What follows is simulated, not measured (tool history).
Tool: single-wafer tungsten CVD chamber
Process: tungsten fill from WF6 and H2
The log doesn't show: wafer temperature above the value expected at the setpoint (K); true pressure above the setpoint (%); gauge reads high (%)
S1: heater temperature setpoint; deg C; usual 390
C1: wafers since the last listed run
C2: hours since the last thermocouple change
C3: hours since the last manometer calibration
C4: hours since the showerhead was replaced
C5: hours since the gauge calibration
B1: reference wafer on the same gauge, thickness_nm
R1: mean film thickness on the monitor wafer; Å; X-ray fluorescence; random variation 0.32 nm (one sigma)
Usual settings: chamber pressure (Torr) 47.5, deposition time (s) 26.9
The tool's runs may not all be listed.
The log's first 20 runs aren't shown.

run 21 hour=1771.8 | S1=390 chamber_pressure_(Torr)=47.5 deposition_time_(s)=26.9 | C1=3128 C2=509.3 C3=470.4 C4=5733.4 C5=177.8 | B1=85.978 | R1=883.17
run 22 hour=1854.4 | S1=399 chamber_pressure_(Torr)=36.7 deposition_time_(s)=26.9 | C1=1566 C2=591.9 C3=553.0 C4=5816.0 C5=260.4 | B1=86.079 | R1=952.09
-- hour=2055.8 showerhead replaced
run 23 hour=2142.3 | S1=375 chamber_pressure_(Torr)=47.5 deposition_time_(s)=29.0 | C1=5307 C2=879.8 C3=840.9 C4=86.5 C5=548.3 | B1=85.995 | R1=729.50
run 24 hour=2241.4 | S1=402 chamber_pressure_(Torr)=42.1 deposition_time_(s)=25.4 | C1=1879 C2=978.9 C3=940.0 C4=185.6 C5=647.4 | B1=85.974 | R1=972.74
run 25 hour=2312.4 | S1=379 chamber_pressure_(Torr)=43.8 deposition_time_(s)=26.9 | C1=1346 C2=1049.9 C3=1011.0 C4=256.6 C5=718.4 | B1=86.001 | R1=707.21
run 26 hour=2415.2 | S1=386 chamber_pressure_(Torr)=42.4 deposition_time_(s)=24.3 | C1=1949 C2=1152.7 C3=1113.8 C4=359.4 C5=821.2 | B1=86.070 | R1=711.64
run 27 hour=2507.3 | S1=379 chamber_pressure_(Torr)=47.5 deposition_time_(s)=29.8 | C1=1746 C2=1244.8 C3=1205.9 C4=451.5 C5=913.3 | B1=85.958 | R1=799.68
run 28 hour=2597.6 | S1=390 chamber_pressure_(Torr)=47.5 deposition_time_(s)=26.9 | C1=1712 C2=1335.1 C3=1296.2 C4=541.8 C5=1003.6 | B1=85.886 | R1=876.75
run 29 hour=2645.5 | S1=390 chamber_pressure_(Torr)=47.5 deposition_time_(s)=26.9 | C1=908 C2=1383.0 C3=1344.1 C4=589.7 C5=1051.5 | B1=86.173 | R1=869.57
-- hour=2691.4 capacitance manometer re-zeroed and calibrated
run 30 hour=2733.5 | S1=382 chamber_pressure_(Torr)=56.8 deposition_time_(s)=26.9 | C1=1517 C2=1471.0 C3=42.1 C4=677.7 C5=1139.5 | B1=86.002 | R1=807.34
run 31 hour=2798.8 | S1=382 chamber_pressure_(Torr)=37.8 deposition_time_(s)=30.3 | C1=1238 C2=1536.3 C3=107.4 C4=743.0 C5=1204.8 | B1=86.027 | R1=798.76

Forecast each of these 3 alternatives for the next run:
run A hour=2799.2 | S1=390 chamber_pressure_(Torr)=47.5 deposition_time_(s)=26.9 | C1=7 C2=1536.7 C3=107.8 C4=743.4 C5=1205.2 | B1=? | R1=?
run B hour=2799.2 | S1=394 chamber_pressure_(Torr)=47.5 deposition_time_(s)=26.9 | C1=7 C2=1536.7 C3=107.8 C4=743.4 C5=1205.2 | B1=? | R1=?
run C hour=2799.2 | S1=402 chamber_pressure_(Torr)=47.5 deposition_time_(s)=26.9 | C1=7 C2=1536.7 C3=107.8 C4=743.4 C5=1205.2 | B1=? | R1=?

run=A B1=86.015 R1=872.55
run=B B1=86.015 R1=933.50
run=C B1=86.015 R1=1065.26
Without the tool's hidden state the same runs would have given:
run=A R1=889.94
run=B R1=951.48
run=C R1=1084.94

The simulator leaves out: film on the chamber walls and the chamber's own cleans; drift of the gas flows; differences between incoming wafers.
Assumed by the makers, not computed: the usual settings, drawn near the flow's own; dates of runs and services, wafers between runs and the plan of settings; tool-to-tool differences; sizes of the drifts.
